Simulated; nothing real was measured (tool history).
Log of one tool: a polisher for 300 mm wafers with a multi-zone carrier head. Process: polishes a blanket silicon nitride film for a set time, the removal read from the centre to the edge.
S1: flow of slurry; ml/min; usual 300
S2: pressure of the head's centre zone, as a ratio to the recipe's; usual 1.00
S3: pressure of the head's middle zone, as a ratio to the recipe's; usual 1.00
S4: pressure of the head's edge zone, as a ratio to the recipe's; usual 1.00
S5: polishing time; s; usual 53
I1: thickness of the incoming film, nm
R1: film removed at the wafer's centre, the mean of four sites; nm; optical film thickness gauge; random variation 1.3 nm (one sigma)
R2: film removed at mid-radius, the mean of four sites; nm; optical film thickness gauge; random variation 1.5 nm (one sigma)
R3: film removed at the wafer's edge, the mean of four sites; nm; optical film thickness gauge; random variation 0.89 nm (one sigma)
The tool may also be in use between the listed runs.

Run 1, hour 0.0: usual settings; I1 713.0. Result: R1 92.6 nm, R2 98.2 nm, R3 99.5 nm.
Run 2, hour 8.8: usual settings; I1 708.8. Result: R1 92.4 nm, R2 99.4 nm, R3 96.2 nm.
Run 3, hour 17.3: usual settings; I1 714.6. Result: R1 91.5 nm, R2 99.1 nm, R3 100.6 nm.
Run 4, hour 35.1: usual settings but S3 1.04; I1 708.0. Result: R1 90.1 nm, R2 105.0 nm, R3 97.7 nm.
At hour 64.7: centre zone pressure recalibrated.
At hour 75.3: slurry nozzle cleaned.
Run 5, hour 75.8: usual settings but S3 1.03; I1 709.9. Result: R1 106.5 nm, R2 106.4 nm, R3 98.6 nm.
At hour 82.0: carrier head's membrane replaced by a new one.
Run 6, hour 85.8: usual settings; I1 708.5. Result: R1 102.5 nm, R2 98.3 nm, R3 99.4 nm.
At hour 96.7: worn pad replaced by a new one.
Run 7, hour 99.6: usual settings; I1 705.4. Result: R1 105.5 nm, R2 102.0 nm, R3 96.7 nm.
Run 8, hour 117.2: usual settings but S5 68 s; I1 708.1. Result: R1 133.5 nm, R2 127.1 nm, R3 126.1 nm.
Run 9, hour 126.1: usual settings but S1 340 ml/min, S4 1.04, S5 42 s; I1 712.4. Result: R1 83.2 nm, R2 80.6 nm, R3 80.5 nm.
Run 10, hour 133.9: usual settings; I1 712.5. Result: R1 103.2 nm, R2 99.4 nm, R3 99.2 nm.
Run 11, hour 147.7: usual settings but S4 0.92, S5 63 s; I1 711.1. Result: R1 123.3 nm, R2 117.5 nm, R3 110.9 nm.
At hour 149.7: edge zone pressure recalibrated.
Run 12, hour 160.0: usual settings but S1 370 ml/min, S5 35 s; I1 702.7. Result: R1 68.5 nm, R2 67.7 nm, R3 65.8 nm.
Run 13, hour 169.1: usual settings but S3 1.08, S4 0.90, S5 64 s; I1 713.2. Result: R1 123.2 nm, R2 129.1 nm, R3 113.4 nm.
Run 14, hour 183.8: usual settings but S1 400 ml/min, S2 1.06, S3 0.89, S5 64 s; I1 719.8. Result: R1 136.1 nm, R2 113.1 nm, R3 122.2 nm.
Run 15, hour 192.3: usual settings but S1 245 ml/min, S3 1.05, S4 1.12, S5 34 s; I1 717.9. Result: R1 63.9 nm, R2 66.2 nm, R3 64.3 nm.

3 ways to go on from here, each from the tool as it stands after run 15. What would each give?
Run A, hour 192.7: usual settings; I1 701.4. Result: R1 ?, R2 ?, R3 ?.
Run B, hour 192.7: usual settings but S1 245 ml/min, S2 1.08, S4 1.04, S5 60 s; I1 701.4. Result: R1 ?, R2 ?, R3 ?.
Run C, hour 192.7: usual settings but S5 71 s; I1 701.4. Result: R1 ?, R2 ?, R3 ?.

run     R1     R2     R3
  A  103.6  100.5   97.8
  B  123.3  111.0  110.8
  C  138.7  134.7  131.0
Without the tool's hidden state the same runs would have given:
run     R1     R2     R3
  A  106.8  100.5   97.8
  B  127.2  111.0  110.8
  C  143.1  134.6  131.0
